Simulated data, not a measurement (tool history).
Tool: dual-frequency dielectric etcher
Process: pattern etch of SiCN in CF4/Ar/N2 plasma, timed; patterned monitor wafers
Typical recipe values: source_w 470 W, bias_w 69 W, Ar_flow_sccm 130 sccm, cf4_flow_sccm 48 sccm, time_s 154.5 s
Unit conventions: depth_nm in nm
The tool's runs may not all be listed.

run	hour	source_w	bias_w	Ar_flow_sccm	cf4_flow_sccm	time_s	read-back reference wafer on the same gauge, depth_nm	depth_nm
1	0	470	69	130	48	154.5	168	140.7
# hour 34.3: wet clean of the chamber
2	34.8	470	69	130	48	154.5	167.9	140.2
3	89.7	530	76	130	45	154.5	167.9	163.6
4	154.5	510	69	130	37	169	168.3	162.8
5	219.6	470	69	130	48	154.5	168.1	139.7
6	266.2	520	58	106	48	154.5	168	146.2
7	298.6	470	69	148	48	154.5	167.9	137.9
# hour 453.8: wet clean of the chamber
8	454.3	470	76	130	48	113.5	168.1	107.2
9	475	470	69	140	38	154.5	167.8	135.4
# hour 515.3: Ar flow controller replaced
10	515.8	470	82	155	57	154.5	168.1	153.5
# hour 566.3: upper electrode replaced
11	571.6	470	69	115	48	154.5	167.9	140.9
# hour 636.3: CF4 flow controller replaced
12	636.8	420	61	130	48	198.5	168.1	151.8
# hour 664.1: source power generator calibrated
13	699.1	470	69	130	48	182.5	168.1	166
14	756	470	69	130	48	154.5	168.1	142
15	820.8	510	69	107	44	154.5	168	154.1
# hour 848.4: wet clean of the chamber
16	885.7	470	69	130	48	154.5	167.9	141
17	956.3	470	69	130	48	154.5	168	139.7
18	996	410	69	101	38	168	168.2	131.6
19	1034.8	470	69	130	48	154.5	168.3	140.5
20	1083.2	510	69	103	44	154.5	167.9	156
21	1149.9	470	58	130	52	130.5	168.4	111.6

Alternative continuations, all from the tool just after run 21; predict every row:
A	1150.4	470	69	130	48	154.5	?	?
B	1150.4	470	83	130	48	154.5	?	?
C	1150.4	470	76	130	48	154.5	?	?
D	1150.4	470	64	130	48	154.5	?	?

run	read-back reference wafer on the same gauge, depth_nm	depth_nm
A	167.7	139.5
B	167.7	152.1
C	167.7	146
D	167.7	134.7
Without the tool's unlogged condition, the same runs would have read:
run	depth_nm
A	139.5
B	152.1
C	146
D	134.7

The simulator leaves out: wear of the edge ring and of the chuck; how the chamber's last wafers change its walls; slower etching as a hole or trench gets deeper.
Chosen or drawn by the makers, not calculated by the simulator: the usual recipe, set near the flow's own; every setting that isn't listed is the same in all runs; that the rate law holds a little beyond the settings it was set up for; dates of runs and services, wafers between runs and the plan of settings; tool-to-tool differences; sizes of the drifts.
